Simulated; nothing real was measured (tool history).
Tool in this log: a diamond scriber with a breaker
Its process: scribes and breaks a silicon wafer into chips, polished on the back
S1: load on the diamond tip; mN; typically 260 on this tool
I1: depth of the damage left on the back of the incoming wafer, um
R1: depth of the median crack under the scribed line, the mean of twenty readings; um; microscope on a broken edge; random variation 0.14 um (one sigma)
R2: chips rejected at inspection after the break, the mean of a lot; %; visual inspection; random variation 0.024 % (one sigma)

run     day   S1    I1    R1     R2
  1       0  260  0.03  6.74   1.34
  2   0.542  260  0.04  6.66   1.45
  3   0.938  260  0.01  6.55   1.56
  4   1.525  260  0.04  6.71   1.63
  5   1.883  260  0.01  6.51   1.67
  6   3.946  260  0.03  6.43   2.24
  7   4.396  260  0.02  6.39   2.32
      4.904  -- diamond tip replaced by a new one
  8   4.925  260  0.04  5.65   6.18
  9   5.129  321  0.04  6.85   0.85
 10   5.521  321  0.02  7.09   0.82
 11   5.858  321  0.01  6.98   0.83
 12   6.179  260  0.03  5.75   5.96
        6.5  -- load on the tip recalibrated
 13   6.879  260  0.03  5.72   5.83
 14   7.238  260  0.02  5.73   6.14
 15   7.538  191  0.03  3.71  28.12
      7.921  -- diamond tip replaced by a new one, repeated, since the last time left the tool worse
 16   7.942  293  0.05  8.15    1.8
 17   8.408  205  0.04  5.35   8.11
 18  10.338  260  0.02  7.14   0.74
 19  10.708  260  0.04  7.27   0.78
 20  11.096  190  0.01  4.73  13.47
 21  11.662  226  0.02  5.92   3.37
 22  12.404  302  0.04  8.55    2.3
 23  12.667  287  0.05   7.9   1.23
 24  13.175  213  0.02  5.36   5.81

Below are 4 alternative next runs, each starting from the tool's condition after run 24. Predict each:
  A  13.204  260  0.02   ?   ?
  B  13.204  285  0.02   ?   ?
  C  13.204  195  0.02   ?   ?
  D  13.204  238  0.02   ?   ?

run    R1     R2
  A   7.2   0.81
  B  7.96   1.26
  C  4.98  12.56
  D  6.49   2.07
Had the tool no hidden state, the same runs would have come out as:
run    R1    R2
  A  7.37  0.76
  B  8.15   1.6
  C  5.09  11.3
  D  6.64  1.64

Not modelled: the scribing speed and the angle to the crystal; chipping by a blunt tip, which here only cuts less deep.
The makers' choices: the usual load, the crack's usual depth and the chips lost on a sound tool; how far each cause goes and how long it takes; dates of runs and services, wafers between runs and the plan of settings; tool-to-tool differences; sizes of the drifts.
